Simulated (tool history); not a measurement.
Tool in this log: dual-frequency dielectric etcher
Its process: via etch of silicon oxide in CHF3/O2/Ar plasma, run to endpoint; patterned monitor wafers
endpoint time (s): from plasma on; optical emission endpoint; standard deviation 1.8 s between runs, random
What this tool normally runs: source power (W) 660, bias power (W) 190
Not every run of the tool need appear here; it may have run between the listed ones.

run	hour	source power (W)	bias power (W)	wafers since the last listed run	hours since the last wet clean	hours since the last source power generator calibration	hours since the last bias power generator calibration	hours since the last upper electrode change	incoming incoming film thickness, nm	endpoint time (s)
1	0	710	223	0	429.8	1003.8	3286.5	4309.8	613.8	241
2	66.6	710	223	323	496.4	1070.4	3353.1	4376.4	611	237.1
3	119.6	710	223	257	549.4	1123.4	3406.1	4429.4	604.2	236.5
4	168.7	660	174	238	598.5	1172.5	3455.2	4478.5	607.4	273.2
# hour 216.5: wet clean of the chamber
5	223.2	620	190	148	6.7	1227	3509.7	4533	619	287.4
6	481.6	620	190	1255	265.1	1485.4	3768.1	4791.4	609.1	274.1
7	519.3	620	190	183	302.8	1523.1	3805.8	4829.1	606.3	276.5
8	586.2	660	190	324	369.7	1590	3872.7	4896	607.3	266.5
# hour 792.6: source power generator calibrated
9	865.9	660	190	1339	649.4	73.3	4152.4	5175.7	609.5	264.4
# hour 913.8: wet clean of the chamber
10	915.2	660	190	122	1.4	122.6	4201.7	5225	608.6	276.3
11	1138	660	219	1082	224.2	345.4	4424.5	5447.8	606.5	252.3
12	1210.5	660	219	352	296.7	417.9	4497	5520.3	607.7	248.2
13	1247.5	660	219	179	333.7	454.9	4534	5557.3	610.6	250.4
14	1291.2	620	158	212	377.4	498.6	4577.7	5601	612.8	299.8
15	1355.9	550	211	314	442.1	563.3	4642.4	5665.7	609.8	269.7
# hour 1419.4: bias power generator calibrated
# hour 1443.4: upper electrode replaced
16	1443.9	540	173	291	530.1	651.3	24.5	0.5	605.4	296.6
17	1500.9	660	144	276	587.1	708.3	81.5	57.5	609.2	302.9
18	1592.5	820	166	444	678.7	799.9	173.1	149.1	618.1	256.5
# hour 1624.6: wet clean of the chamber
19	1679.8	520	203	307	55.2	887.2	260.4	236.4	611.6	294.4
20	1784.7	560	216	509	160.1	992.1	365.3	341.3	611.9	274.6
21	1854.6	520	190	339	230	1062	435.2	411.2	613.7	300.2
22	1908.8	660	190	263	284.2	1116.2	489.4	465.4	609	270.7
23	1985.9	540	190	374	361.3	1193.3	566.5	542.5	609.9	289.8
24	2026.5	620	159	197	401.9	1233.9	607.1	583.1	610.1	301.1
25	2125	660	190	478	500.4	1332.4	705.6	681.6	613.3	266.9
# hour 2219.1: wet clean of the chamber
26	2219.6	620	166	342	0.5	1427	800.2	776.2	613.3	306.3
27	2302.8	660	154	404	83.7	1510.2	883.4	859.4	602.9	296.2
28	2352.4	700	227	240	133.3	1559.8	933	909	608.9	243.2
29	2454.1	660	190	493	235	1661.5	1034.7	1010.7	611.5	274.5
30	2547.8	780	177	455	328.7	1755.2	1128.4	1104.4	612.5	260.9
31	2635.1	820	151	424	416	1842.5	1215.7	1191.7	611.2	275.3

Run 32 comes next. What will it give?
32	2688.4	520	203	258	469.3	1895.8	1269	1245	611.9	?

endpoint time (s): 283.4
With no hidden state in the tool, this same run would have given endpoint time (s) 293.3.

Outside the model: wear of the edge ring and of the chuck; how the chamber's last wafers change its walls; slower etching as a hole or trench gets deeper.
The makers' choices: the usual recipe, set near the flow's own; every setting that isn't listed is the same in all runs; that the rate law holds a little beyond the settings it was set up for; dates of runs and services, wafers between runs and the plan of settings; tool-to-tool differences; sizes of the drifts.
